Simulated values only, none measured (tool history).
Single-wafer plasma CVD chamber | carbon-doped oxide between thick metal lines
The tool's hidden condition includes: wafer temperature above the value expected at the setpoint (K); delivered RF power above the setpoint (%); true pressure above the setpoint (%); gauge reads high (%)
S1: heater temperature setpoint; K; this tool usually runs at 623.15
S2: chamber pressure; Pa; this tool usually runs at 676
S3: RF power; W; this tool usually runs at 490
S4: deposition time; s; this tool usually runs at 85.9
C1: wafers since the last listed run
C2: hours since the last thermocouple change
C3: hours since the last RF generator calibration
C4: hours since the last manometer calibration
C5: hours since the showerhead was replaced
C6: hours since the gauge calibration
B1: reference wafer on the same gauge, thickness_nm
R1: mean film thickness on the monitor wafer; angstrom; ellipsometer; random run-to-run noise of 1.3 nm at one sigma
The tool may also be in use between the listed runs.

| run | hour | S1 | S2 | S3 | S4 | C1 | C2 | C3 | C4 | C5 | C6 | B1 | R1 |
|---|---|---|---|---|---|---|---|---|---|---|---|---|---|
| 1 | 0.0 | 623.15 | 676 | 490 | 85.9 | 0 | 2864.7 | 1226.5 | 1798.9 | 5302.1 | 39.6 | 384.208 | 4638.43 |
| 2 | 34.6 | 623.15 | 676 | 490 | 85.9 | 574 | 2899.3 | 1261.1 | 1833.5 | 5336.7 | 74.2 | 383.982 | 4664.34 |
| 3 | 64.4 | 623.15 | 676 | 490 | 85.9 | 495 | 2929.1 | 1290.9 | 1863.3 | 5366.5 | 104.0 | 383.942 | 4645.97 |
| 4 | 84.5 | 623.15 | 676 | 490 | 85.9 | 333 | 2949.2 | 1311.0 | 1883.4 | 5386.6 | 124.1 | 383.760 | 4646.10 |
|  | 99.5 | RF generator calibrated |
| 5 | 115.6 | 623.15 | 676 | 490 | 85.9 | 383 | 2980.3 | 16.1 | 1914.5 | 5417.7 | 155.2 | 383.893 | 4595.53 |
| 6 | 139.4 | 623.15 | 676 | 490 | 92.2 | 395 | 3004.1 | 39.9 | 1938.3 | 5441.5 | 179.0 | 383.611 | 4943.99 |
| 7 | 163.9 | 623.15 | 728 | 490 | 72.6 | 407 | 3028.6 | 64.4 | 1962.8 | 5466.0 | 203.5 | 384.193 | 3929.46 |
| 8 | 197.8 | 623.15 | 676 | 440 | 97.1 | 563 | 3062.5 | 98.3 | 1996.7 | 5499.9 | 237.4 | 383.595 | 4930.34 |
| 9 | 220.9 | 623.15 | 676 | 490 | 101.9 | 383 | 3085.6 | 121.4 | 2019.8 | 5523.0 | 260.5 | 384.071 | 5457.91 |
|  | 235.1 | showerhead replaced |
|  | 255.3 | capacitance manometer re-zeroed and calibrated |
|  | 256.7 | RF generator calibrated, repeated, since the last time left the tool worse |
| 10 | 257.2 | 615.15 | 676 | 570 | 98.4 | 314 | 3121.9 | 0.5 | 1.9 | 22.1 | 296.8 | 383.711 | 5936.42 |
| 11 | 275.9 | 623.15 | 676 | 490 | 85.9 | 310 | 3140.6 | 19.2 | 20.6 | 40.8 | 315.5 | 383.852 | 4714.11 |
|  | 284.4 | thermocouple changed; heater temperature recalibrated |
| 12 | 303.4 | 623.15 | 676 | 490 | 85.9 | 323 | 19.0 | 46.7 | 48.1 | 68.3 | 343.0 | 383.777 | 4739.29 |
| 13 | 325.0 | 623.15 | 841 | 490 | 85.9 | 358 | 40.6 | 68.3 | 69.7 | 89.9 | 364.6 | 384.071 | 4865.88 |
| 14 | 357.7 | 623.15 | 583 | 490 | 85.9 | 543 | 73.3 | 101.0 | 102.4 | 122.6 | 397.3 | 383.940 | 4625.38 |
| 15 | 373.2 | 623.15 | 676 | 490 | 85.9 | 257 | 88.8 | 116.5 | 117.9 | 138.1 | 412.8 | 383.832 | 4735.82 |
| 16 | 388.3 | 609.15 | 807 | 585 | 85.9 | 250 | 103.9 | 131.6 | 133.0 | 153.2 | 427.9 | 383.904 | 5471.00 |
| 17 | 423.6 | 623.15 | 763 | 490 | 94.6 | 586 | 139.2 | 166.9 | 168.3 | 188.5 | 463.2 | 384.038 | 5285.58 |
| 18 | 524.8 | 611.15 | 732 | 435 | 93.4 | 1681 | 240.4 | 268.1 | 269.5 | 289.7 | 564.4 | 383.772 | 5083.21 |
| 19 | 550.6 | 634.15 | 676 | 490 | 85.9 | 428 | 266.2 | 293.9 | 295.3 | 315.5 | 590.2 | 383.419 | 4631.27 |
|  | 556.3 | gauge calibrated |
| 20 | 578.9 | 637.15 | 731 | 490 | 85.9 | 470 | 294.5 | 322.2 | 323.6 | 343.8 | 22.6 | 383.911 | 4647.47 |
| 21 | 605.8 | 623.15 | 676 | 410 | 85.9 | 446 | 321.4 | 349.1 | 350.5 | 370.7 | 49.5 | 383.764 | 4320.13 |
| 22 | 630.4 | 623.15 | 741 | 525 | 85.9 | 408 | 346.0 | 373.7 | 375.1 | 395.3 | 74.1 | 384.221 | 4967.06 |
| 23 | 649.4 | 611.15 | 676 | 415 | 85.9 | 315 | 365.0 | 392.7 | 394.1 | 414.3 | 93.1 | 383.803 | 4491.34 |
| 24 | 680.8 | 623.15 | 676 | 455 | 85.9 | 521 | 396.4 | 424.1 | 425.5 | 445.7 | 124.5 | 383.770 | 4576.24 |
| 25 | 713.6 | 623.15 | 676 | 490 | 85.9 | 544 | 429.2 | 456.9 | 458.3 | 478.5 | 157.3 | 384.053 | 4715.85 |
| 26 | 727.4 | 619.15 | 676 | 490 | 85.9 | 229 | 443.0 | 470.7 | 472.1 | 492.3 | 171.1 | 384.035 | 4780.31 |
| 27 | 755.2 | 613.15 | 764 | 525 | 85.9 | 461 | 470.8 | 498.5 | 499.9 | 520.1 | 198.9 | 384.048 | 5098.93 |
| 28 | 810.8 | 628.15 | 537 | 490 | 85.9 | 923 | 526.4 | 554.1 | 555.5 | 575.7 | 254.5 | 383.850 | 4493.44 |

Alternative continuations, all from the tool just after run 28; predict every row:
| A | 811.2 | 623.15 | 676 | 490 | 85.9 | 6 | 526.8 | 554.5 | 555.9 | 576.1 | 254.9 | ? | ? |
| B | 811.2 | 637.15 | 676 | 540 | 96.7 | 6 | 526.8 | 554.5 | 555.9 | 576.1 | 254.9 | ? | ? |
| C | 811.2 | 609.15 | 676 | 490 | 80.8 | 6 | 526.8 | 554.5 | 555.9 | 576.1 | 254.9 | ? | ? |
| D | 811.2 | 638.15 | 597 | 490 | 85.9 | 6 | 526.8 | 554.5 | 555.9 | 576.1 | 254.9 | ? | ? |

| run | B1 | R1 |
|---|---|---|
| A | 384.368 | 4711.73 |
| B | 384.368 | 5379.02 |
| C | 384.368 | 4599.49 |
| D | 384.368 | 4474.33 |
Had the tool no hidden state, the same runs would have come out as:
| run | R1 |
|---|---|
| A | 4724.74 |
| B | 5393.56 |
| C | 4612.19 |
| D | 4486.68 |
